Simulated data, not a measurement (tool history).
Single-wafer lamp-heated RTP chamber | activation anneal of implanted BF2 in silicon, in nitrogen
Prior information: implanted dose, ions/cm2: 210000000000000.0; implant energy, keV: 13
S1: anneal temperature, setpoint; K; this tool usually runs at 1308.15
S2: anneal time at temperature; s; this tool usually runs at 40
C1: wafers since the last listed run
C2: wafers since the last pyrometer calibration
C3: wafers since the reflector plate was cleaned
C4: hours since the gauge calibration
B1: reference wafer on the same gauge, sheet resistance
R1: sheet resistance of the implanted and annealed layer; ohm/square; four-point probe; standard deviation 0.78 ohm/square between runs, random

| run | hour | S1 | S2 | C1 | C2 | C3 | C4 | B1 | R1 |
|---|---|---|---|---|---|---|---|---|---|
| 1 | 0.0 | 1308.15 | 40 | 0 | 3750 | 7295 | 622.6 | 586.90 | 515.82 |
| 2 | 53.9 | 1308.15 | 40 | 864 | 4614 | 8159 | 676.5 | 586.97 | 517.06 |
|  | 94.2 | reflector plate cleaned |
| 3 | 94.7 | 1308.15 | 40 | 525 | 5140 | 7 | 717.3 | 586.99 | 516.61 |
| 4 | 158.3 | 1290.15 | 40 | 1019 | 6159 | 1026 | 780.9 | 587.02 | 521.10 |
|  | 232.4 | pyrometer window cleaned and pyrometer calibrated |
| 5 | 232.9 | 1290.15 | 40 | 1067 | 8 | 2094 | 855.5 | 586.91 | 523.73 |
| 6 | 274.7 | 1290.15 | 40 | 670 | 678 | 2764 | 897.3 | 587.11 | 524.27 |
| 7 | 332.2 | 1308.15 | 57 | 921 | 1600 | 3686 | 954.8 | 587.00 | 509.75 |
| 8 | 376.4 | 1308.15 | 57 | 708 | 2308 | 4395 | 999.0 | 586.88 | 507.69 |
| 9 | 443.6 | 1308.15 | 57 | 1077 | 3386 | 5472 | 1066.2 | 586.90 | 508.70 |
| 10 | 479.8 | 1289.15 | 40 | 580 | 3966 | 6053 | 1102.4 | 587.09 | 521.69 |
| 11 | 519.6 | 1289.15 | 40 | 638 | 4604 | 6691 | 1142.2 | 587.05 | 521.00 |
|  | 542.8 | reflector plate cleaned |
| 12 | 584.7 | 1289.15 | 40 | 915 | 5520 | 672 | 1207.3 | 586.93 | 521.69 |
| 13 | 640.5 | 1308.15 | 40 | 894 | 6414 | 1566 | 1263.1 | 587.10 | 515.06 |
| 14 | 669.8 | 1308.15 | 40 | 469 | 6884 | 2036 | 1292.4 | 586.92 | 514.75 |
|  | 716.9 | pyrometer window cleaned and pyrometer calibrated |
| 15 | 722.4 | 1287.15 | 55 | 715 | 87 | 2751 | 1345.0 | 586.91 | 519.35 |
| 16 | 786.9 | 1308.15 | 23 | 1034 | 1122 | 3785 | 1409.5 | 587.04 | 528.56 |
| 17 | 850.1 | 1308.15 | 40 | 1013 | 2135 | 4799 | 1472.7 | 586.94 | 518.17 |
| 18 | 902.9 | 1319.15 | 57 | 846 | 2981 | 5645 | 1525.5 | 587.01 | 501.66 |
| 19 | 953.0 | 1324.15 | 19 | 803 | 3785 | 6448 | 1575.6 | 586.99 | 525.29 |
|  | 987.8 | reflector plate cleaned |
| 20 | 1022.1 | 1338.15 | 40 | 979 | 4764 | 549 | 1644.7 | 587.00 | 499.30 |
| 21 | 1054.4 | 1335.15 | 51 | 517 | 5282 | 1067 | 1677.0 | 587.00 | 494.97 |
| 22 | 1097.6 | 1297.15 | 18 | 692 | 5975 | 1760 | 1720.2 | 587.10 | 533.34 |
|  | 1138.3 | pyrometer window cleaned and pyrometer calibrated |
| 23 | 1140.1 | 1308.15 | 40 | 553 | 29 | 2313 | 1762.7 | 586.95 | 519.83 |
|  | 1151.9 | gauge calibrated |
| 24 | 1198.6 | 1308.15 | 40 | 937 | 967 | 3251 | 46.7 | 586.84 | 518.05 |
| 25 | 1226.3 | 1326.15 | 52 | 444 | 1411 | 3695 | 74.4 | 587.01 | 502.55 |
| 26 | 1416.9 | 1323.15 | 33 | 3055 | 4467 | 6751 | 265.0 | 587.10 | 514.95 |
| 27 | 1471.4 | 1285.15 | 17 | 873 | 5341 | 7625 | 319.5 | 587.00 | 534.47 |
| 28 | 1512.1 | 1308.15 | 40 | 652 | 5993 | 8277 | 360.2 | 586.95 | 515.85 |

Predict each of these 4 candidate next runs independently; none follows another, all start after run 28:
| A | 1512.5 | 1308.15 | 40 | 6 | 6000 | 8284 | 360.6 | ? | ? |
| B | 1512.5 | 1308.15 | 62 | 6 | 6000 | 8284 | 360.6 | ? | ? |
| C | 1512.5 | 1282.15 | 30 | 6 | 6000 | 8284 | 360.6 | ? | ? |
| D | 1512.5 | 1308.15 | 61 | 6 | 6000 | 8284 | 360.6 | ? | ? |

| run | B1 | R1 |
|---|---|---|
| A | 586.89 | 516.27 |
| B | 586.89 | 504.99 |
| C | 586.89 | 528.26 |
| D | 586.89 | 505.46 |
Had the tool no hidden state, the same runs would have come out as:
| run | R1 |
|---|---|
| A | 520.11 |
| B | 510.67 |
| C | 531.28 |
| D | 511.06 |

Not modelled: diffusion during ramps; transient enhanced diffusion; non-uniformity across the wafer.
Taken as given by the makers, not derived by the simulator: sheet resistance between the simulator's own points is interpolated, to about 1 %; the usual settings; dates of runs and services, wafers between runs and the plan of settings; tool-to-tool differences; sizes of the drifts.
